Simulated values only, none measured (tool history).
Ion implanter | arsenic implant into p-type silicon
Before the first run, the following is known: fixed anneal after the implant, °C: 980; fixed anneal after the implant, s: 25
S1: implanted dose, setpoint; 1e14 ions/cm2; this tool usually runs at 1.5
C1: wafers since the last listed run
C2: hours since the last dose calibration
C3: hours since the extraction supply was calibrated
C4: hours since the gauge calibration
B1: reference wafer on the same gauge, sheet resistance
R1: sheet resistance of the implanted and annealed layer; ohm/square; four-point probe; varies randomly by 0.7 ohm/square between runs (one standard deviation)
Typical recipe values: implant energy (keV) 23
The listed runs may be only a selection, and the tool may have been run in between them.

run 1 day=0 | S1=1.85 implant_energy_(keV)=23 | C1=0 C2=1393.2 C3=3510 C4=1870.1 | B1=444.96 | R1=397.91
run 2 day=3.775 | S1=1.5 implant_energy_(keV)=23 | C1=1111 C2=1483.8 C3=3600.6 C4=1960.7 | B1=444.95 | R1=462.4
run 3 day=6.092 | S1=1.5 implant_energy_(keV)=23 | C1=681 C2=1539.4 C3=3656.2 C4=2016.3 | B1=444.99 | R1=462.13
run 4 day=9.279 | S1=1.5 implant_energy_(keV)=23 | C1=938 C2=1615.9 C3=3732.7 C4=2092.8 | B1=445.04 | R1=461.96
run 5 day=11.992 | S1=1.5 implant_energy_(keV)=23 | C1=798 C2=1681 C3=3797.8 C4=2157.9 | B1=444.82 | R1=460.35
-- day=17.788 Faraday cup replaced and dose calibrated
run 6 day=25.238 | S1=1.5 implant_energy_(keV)=23 | C1=3800 C2=178.8 C3=4115.7 C4=2475.8 | B1=444.93 | R1=467.11
run 7 day=29.346 | S1=1.5 implant_energy_(keV)=23 | C1=1209 C2=277.4 C3=4214.3 C4=2574.4 | B1=444.99 | R1=466.39
run 8 day=32.346 | S1=1.5 implant_energy_(keV)=23 | C1=882 C2=349.4 C3=4286.3 C4=2646.4 | B1=445.08 | R1=466.68
run 9 day=34.354 | S1=1.5 implant_energy_(keV)=23 | C1=591 C2=397.6 C3=4334.5 C4=2694.6 | B1=445 | R1=466.87
-- day=34.671 gauge calibrated
run 10 day=36.346 | S1=1.5 implant_energy_(keV)=23 | C1=586 C2=445.4 C3=4382.3 C4=40.2 | B1=445 | R1=466.24
run 11 day=38.642 | S1=1.5 implant_energy_(keV)=23 | C1=675 C2=500.5 C3=4437.4 C4=95.3 | B1=444.78 | R1=467.37
run 12 day=51.342 | S1=1.77 implant_energy_(keV)=23 | C1=3737 C2=805.3 C3=4742.2 C4=400.1 | B1=444.89 | R1=411.97
run 13 day=60.638 | S1=1.77 implant_energy_(keV)=23 | C1=2735 C2=1028.4 C3=4965.3 C4=623.2 | B1=445.03 | R1=412
run 14 day=62.279 | S1=1.77 implant_energy_(keV)=23 | C1=483 C2=1067.8 C3=5004.7 C4=662.6 | B1=445.11 | R1=410.96
run 15 day=65.425 | S1=1.27 implant_energy_(keV)=28.5 | C1=925 C2=1143.3 C3=5080.2 C4=738.1 | B1=444.89 | R1=504.96
run 16 day=68.483 | S1=1.33 implant_energy_(keV)=15.5 | C1=900 C2=1216.7 C3=5153.6 C4=811.5 | B1=445.12 | R1=537.16
-- day=70.525 extraction supply calibrated
run 17 day=70.621 | S1=1.83 implant_energy_(keV)=16 | C1=531 C2=1268 C3=2.3 C4=862.8 | B1=445.13 | R1=422.42
run 18 day=75.042 | S1=1.26 implant_energy_(keV)=23 | C1=1301 C2=1374.1 C3=108.4 C4=968.9 | B1=445.05 | R1=525.93
run 19 day=78.112 | S1=1.36 implant_energy_(keV)=23 | C1=903 C2=1447.8 C3=182.1 C4=1042.6 | B1=444.87 | R1=497.6
run 20 day=80.529 | S1=1.5 implant_energy_(keV)=29 | C1=711 C2=1505.8 C3=240.1 C4=1100.6 | B1=444.97 | R1=445.06
run 21 day=84.088 | S1=1.28 implant_energy_(keV)=20.5 | C1=1047 C2=1591.2 C3=325.5 C4=1186 | B1=445.09 | R1=527.18
run 22 day=86.546 | S1=1.07 implant_energy_(keV)=26 | C1=723 C2=1650.2 C3=384.5 C4=1245 | B1=445.08 | R1=574.54
-- day=87.646 Faraday cup replaced and dose calibrated
run 23 day=89.054 | S1=1.24 implant_energy_(keV)=27.5 | C1=640 C2=33.8 C3=444.7 C4=1305.2 | B1=445.05 | R1=518.73
run 24 day=91.279 | S1=1.5 implant_energy_(keV)=20 | C1=654 C2=87.2 C3=498.1 C4=1358.6 | B1=444.96 | R1=476.15
run 25 day=94.946 | S1=1.5 implant_energy_(keV)=23 | C1=1079 C2=175.2 C3=586.1 C4=1446.6 | B1=444.97 | R1=466.93
run 26 day=98.788 | S1=1.76 implant_energy_(keV)=19.5 | C1=1130 C2=267.4 C3=678.3 C4=1538.8 | B1=444.89 | R1=425.74
run 27 day=103.175 | S1=1.5 implant_energy_(keV)=23 | C1=1291 C2=372.7 C3=783.6 C4=1644.1 | B1=444.85 | R1=465.26
run 28 day=106.604 | S1=1.5 implant_energy_(keV)=23 | C1=1009 C2=455 C3=865.9 C4=1726.4 | B1=445.01 | R1=467.32
run 29 day=110.108 | S1=1.79 implant_energy_(keV)=19 | C1=1031 C2=539.1 C3=950 C4=1810.5 | B1=445.2 | R1=420.18
run 30 day=112.55 | S1=1.68 implant_energy_(keV)=23 | C1=718 C2=597.7 C3=1008.6 C4=1869.1 | B1=445.02 | R1=428.93
run 31 day=116.471 | S1=1.08 implant_energy_(keV)=16 | C1=1153 C2=691.8 C3=1102.7 C4=1963.2 | B1=444.81 | R1=625.34
run 32 day=119.821 | S1=1.34 implant_energy_(keV)=28 | C1=985 C2=772.2 C3=1183.1 C4=2043.6 | B1=445.22 | R1=487.92
run 33 day=123.867 | S1=1.17 implant_energy_(keV)=19 | C1=1190 C2=869.3 C3=1280.2 C4=2140.7 | B1=444.87 | R1=573.87
run 34 day=127.079 | S1=1.38 implant_energy_(keV)=20.5 | C1=945 C2=946.4 C3=1357.3 C4=2217.8 | B1=444.95 | R1=501.42
-- day=130.146 gauge calibrated
run 35 day=130.625 | S1=1.89 implant_energy_(keV)=27 | C1=1043 C2=1031.5 C3=1442.4 C4=11.5 | B1=445.16 | R1=382.59

Estimate the outcome of run 36 from the log above:
run 36 day=132.329 | S1=1.5 implant_energy_(keV)=23 | C1=501 C2=1072.4 C3=1483.3 C4=52.4 | B1=? | R1=?

{"run 36": {"B1": 445.17, "R1": 462.12}}
Were there no unlogged condition in the tool, this run, its random variation unchanged, would have produced R1 464.81 ohm/square.
